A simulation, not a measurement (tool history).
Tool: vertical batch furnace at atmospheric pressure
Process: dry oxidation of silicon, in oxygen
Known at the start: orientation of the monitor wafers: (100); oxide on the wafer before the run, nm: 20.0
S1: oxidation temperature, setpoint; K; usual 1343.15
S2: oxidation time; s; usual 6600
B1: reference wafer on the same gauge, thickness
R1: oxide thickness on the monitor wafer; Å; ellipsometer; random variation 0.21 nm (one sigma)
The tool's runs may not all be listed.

run	hour	S1	S2	B1	R1
1	0	1356.15	3960	145.38	1141
2	16.8	1356.15	3960	145.52	1140.2
3	29.1	1356.15	3960	145.61	1139.2
4	48	1343.15	6600	145.69	1416.4
5	54.7	1343.15	6600	145.7	1417.1
# hour 85.5: boat lift adjusted
# hour 108.7: thermocouples replaced and temperature profile calibrated
6	109.2	1343.15	6600	146.07	1422.7
7	114	1343.15	6600	146.07	1426.6
8	118.8	1321.15	9900	146.08	1561.4
9	123.6	1334.15	3900	146.16	971.2
10	128.4	1335.15	7980	146.14	1510.6
# hour 132.1: gauge calibrated
11	144.2	1332.15	9510	144.98	1637.5
12	153.8	1325.15	5610	145.02	1124.6
13	171.9	1362.15	6600	145.14	1616.9
14	179.3	1343.15	6600	145.16	1416.8

4 ways to go on from here, each from the tool as it stands after run 14. What would each give?
A	184.2	1343.15	5550	?	?
B	184.2	1332.15	5700	?	?
C	184.2	1332.15	5130	?	?
D	184.2	1327.15	3840	?	?

run	B1	R1
A	145.22	1275.7
B	145.22	1197.3
C	145.22	1123
D	145.22	909.7
Without the tool's hidden state the same runs would have given:
run	R1
A	1274.1
B	1195.7
C	1121.6
D	908.5

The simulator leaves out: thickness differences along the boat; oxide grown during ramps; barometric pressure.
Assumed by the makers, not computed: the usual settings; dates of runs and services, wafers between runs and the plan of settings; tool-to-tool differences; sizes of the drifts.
